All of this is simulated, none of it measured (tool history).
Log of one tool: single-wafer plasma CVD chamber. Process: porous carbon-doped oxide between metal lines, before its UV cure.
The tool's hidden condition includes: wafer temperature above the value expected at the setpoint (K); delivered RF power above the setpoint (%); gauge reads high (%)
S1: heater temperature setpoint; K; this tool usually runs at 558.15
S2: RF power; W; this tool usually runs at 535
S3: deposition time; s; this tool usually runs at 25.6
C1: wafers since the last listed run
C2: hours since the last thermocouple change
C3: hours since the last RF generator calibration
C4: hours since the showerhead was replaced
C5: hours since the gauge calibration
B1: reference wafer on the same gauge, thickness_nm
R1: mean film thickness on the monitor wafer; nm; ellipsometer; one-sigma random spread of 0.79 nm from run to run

run,hour,S1,S2,S3,C1,C2,C3,C4,C5,B1,R1
1,0,552.15,535,25.6,0,1375.4,791.3,2767.7,157,193.877,184.907
2,26.7,552.15,535,25.6,880,1402.1,818,2794.4,183.7,194.26,184.178
3,89.9,552.15,535,25.6,2084,1465.3,881.2,2857.6,246.9,193.848,186.243
4,115.7,558.15,535,25.6,850,1491.1,907,2883.4,272.7,194,177.479
5,164.4,558.15,535,25.6,1606,1539.8,955.7,2932.1,321.4,194.19,177.535
6,219.2,558.15,615,25.6,1807,1594.6,1010.5,2986.9,376.2,193.934,193.95
7,279,558.15,535,25.6,1972,1654.4,1070.3,3046.7,436,193.892,176.72
8,317.9,558.15,495,24,1282,1693.3,1109.2,3085.6,474.9,193.773,157.777
9,374.8,558.15,495,24,1876,1750.2,1166.1,3142.5,531.8,193.851,157.585
10,418.8,551.15,535,25.6,1451,1794.2,1210.1,3186.5,575.8,193.787,187.631
11,478.2,551.15,535,25.6,1959,1853.6,1269.5,3245.9,635.2,194.04,188.225
12,526.5,563.15,535,24.1,1593,1901.9,1317.8,3294.2,683.5,193.829,163.366
# hour 576.4: thermocouple changed; heater temperature recalibrated
13,576.9,563.15,535,24.1,1398,0.5,1368.2,3344.6,733.9,194.137,157.838
14,608.7,558.15,480,25.6,1048,32.3,1400,3376.4,765.7,193.653,161.135
15,658.2,558.15,535,25.6,1632,81.8,1449.5,3425.9,815.2,194.086,175.037
# hour 725.3: showerhead replaced
16,725.8,558.15,495,24,1965,149.4,1517.1,0.5,882.8,194.091,153.867
17,779.7,572.15,485,22.3,1777,203.3,1571,54.4,936.7,194.11,129.003
18,826.4,558.15,535,25.6,1540,250,1617.7,101.1,983.4,194.399,173.516
# hour 893.9: RF generator calibrated
19,894.4,558.15,535,28.8,1978,318,0.5,169.1,1051.4,193.991,194.765
20,940.1,558.15,505,21.6,1507,363.7,46.2,214.8,1097.1,194.137,141.039
21,1109.4,573.15,490,29.3,5583,533,215.5,384.1,1266.4,193.929,168.26
# hour 1129.1: gauge calibrated
22,1177.9,558.15,605,25.6,2259,601.5,284,452.6,48.8,194.194,188.644
23,1252.8,544.15,505,25.6,2470,676.4,358.9,527.5,123.7,194.041,185.646
24,1290.6,558.15,535,25.6,1246,714.2,396.7,565.3,161.5,193.797,175.326
25,1320.9,567.15,505,29.3,999,744.5,427,595.6,191.8,194.247,179.614
26,1357.8,558.15,465,25.6,1217,781.4,463.9,632.5,228.7,193.954,159.122
27,1396.3,558.15,495,24,1269,819.9,502.4,671,267.2,194.122,155.416
28,1432,558.15,435,25.6,1177,855.6,538.1,706.7,302.9,194.228,151.175

Some steps in R1, run to run, broken into two amounts with sign: the step expected even without the hidden condition (settings, incoming material, random variation), and the rest, left for the hidden condition together with whatever gauge scatter is not in both the measured and the hidden-condition-free result:
Run 9 -> 10: S1 558.15 -> 551.15, S2 495 -> 535, S3 24 -> 25.6. R1 +30.046 nm: hidden state +1.343, all else +28.703.
Run 12 -> 13: thermocouple changed; heater temperature recalibrated. R1 -5.528 nm: hidden state -5.362, all else -0.166.
Run 17 -> 18: S1 572.15 -> 558.15, S2 485 -> 535, S3 22.3 -> 25.6. R1 +44.513 nm: hidden state +0.082, all else +44.431.
Run 19 -> 20: S2 535 -> 505, S3 28.8 -> 21.6. R1 -53.726 nm: hidden state -0.036, all else -53.69.
